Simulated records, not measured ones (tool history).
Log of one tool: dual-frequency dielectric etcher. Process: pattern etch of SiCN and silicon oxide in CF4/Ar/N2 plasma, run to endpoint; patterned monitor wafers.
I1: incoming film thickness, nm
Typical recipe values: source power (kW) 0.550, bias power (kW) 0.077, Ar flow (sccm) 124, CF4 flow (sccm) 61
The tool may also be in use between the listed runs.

Run 1, hour 0.0: usual settings; I1 15.33. Result: endpoint time (s) 14.7.
Run 2, hour 24.1: usual settings; I1 15.44. Result: endpoint time (s) 15.2.
Run 3, hour 37.6: usual settings; I1 15.55. Result: endpoint time (s) 15.1.
At hour 92.4: bias power generator calibrated.
Run 4, hour 139.5: usual settings; I1 15.43. Result: endpoint time (s) 15.1.
Run 5, hour 152.5: usual settings; I1 15.53. Result: endpoint time (s) 14.8.
At hour 185.3: upper electrode replaced.
Run 6, hour 185.8: usual settings; I1 15.49. Result: endpoint time (s) 14.8.
Run 7, hour 203.7: usual settings but CF4 flow (sccm) 54; I1 15.58. Result: endpoint time (s) 15.1.
Run 8, hour 233.4: usual settings; I1 15.46. Result: endpoint time (s) 14.8.
Run 9, hour 257.3: usual settings but bias power (kW) 0.082, Ar flow (sccm) 133, CF4 flow (sccm) 56; I1 15.50. Result: endpoint time (s) 14.6.
Run 10, hour 278.6: usual settings but source power (kW) 0.500, Ar flow (sccm) 102, CF4 flow (sccm) 52; I1 15.45. Result: endpoint time (s) 15.7.
At hour 320.3: wet clean of the chamber.
Run 11, hour 320.8: usual settings but source power (kW) 0.470, bias power (kW) 0.068, Ar flow (sccm) 150, CF4 flow (sccm) 76; I1 15.55. Result: endpoint time (s) 19.0.
Run 12, hour 321.2: usual settings but bias power (kW) 0.061; I1 15.50. Result: endpoint time (s) 17.1.
Run 13, hour 344.3: usual settings but bias power (kW) 0.085, Ar flow (sccm) 110, CF4 flow (sccm) 55; I1 15.43. Result: endpoint time (s) 14.4.
Run 14, hour 374.1: usual settings; I1 15.63. Result: endpoint time (s) 15.3.
At hour 440.4: Ar flow controller replaced.
At hour 450.0: CF4 flow controller replaced.
At hour 468.3: source power generator calibrated.
Run 15, hour 468.8: usual settings; I1 15.69. Result: endpoint time (s) 15.1.
Run 16, hour 479.9: usual settings but bias power (kW) 0.087, Ar flow (sccm) 133; I1 15.43. Result: endpoint time (s) 14.4.
Run 17, hour 500.8: usual settings but bias power (kW) 0.083, Ar flow (sccm) 153, CF4 flow (sccm) 50; I1 15.34. Result: endpoint time (s) 15.2.
Run 18, hour 522.1: usual settings but source power (kW) 0.600, CF4 flow (sccm) 69; I1 15.34. Result: endpoint time (s) 13.4.
Run 19, hour 554.4: usual settings but source power (kW) 0.620, bias power (kW) 0.060, Ar flow (sccm) 106, CF4 flow (sccm) 49; I1 15.62. Result: endpoint time (s) 15.3.
Run 20, hour 584.3: usual settings but source power (kW) 0.490; I1 15.66. Result: endpoint time (s) 16.7.
Run 21, hour 615.3: usual settings but source power (kW) 0.590; I1 15.47. Result: endpoint time (s) 13.8.
Run 22, hour 638.2: usual settings but bias power (kW) 0.070, CF4 flow (sccm) 51; I1 15.47. Result: endpoint time (s) 15.8.
Run 23, hour 651.7: usual settings but source power (kW) 0.420, CF4 flow (sccm) 65; I1 15.58. Result: endpoint time (s) 18.9.

Here are 5 independent what-if runs from the current tool condition. What would each one return?
Run A, hour 652.1: usual settings; I1 15.51. Result: endpoint time (s) ?.
Run B, hour 652.1: usual settings but source power (kW) 0.480, bias power (kW) 0.062, CF4 flow (sccm) 56; I1 15.51. Result: endpoint time (s) ?.
Run C, hour 652.1: usual settings but source power (kW) 0.480, bias power (kW) 0.062, Ar flow (sccm) 114; I1 15.51. Result: endpoint time (s) ?.
Run D, hour 652.1: usual settings but Ar flow (sccm) 153; I1 15.51. Result: endpoint time (s) ?.
Run E, hour 652.1: usual settings but source power (kW) 0.480, Ar flow (sccm) 150, CF4 flow (sccm) 50; I1 15.51. Result: endpoint time (s) ?.

run  endpoint time (s)
  A               15.0
  B               18.9
  C               18.5
  D               15.4
  E               17.8
What these runs would have given with no unlogged condition in the tool:
run  endpoint time (s)
  A               15.5
  B               19.6
  C               19.2
  D               15.9
  E               18.4
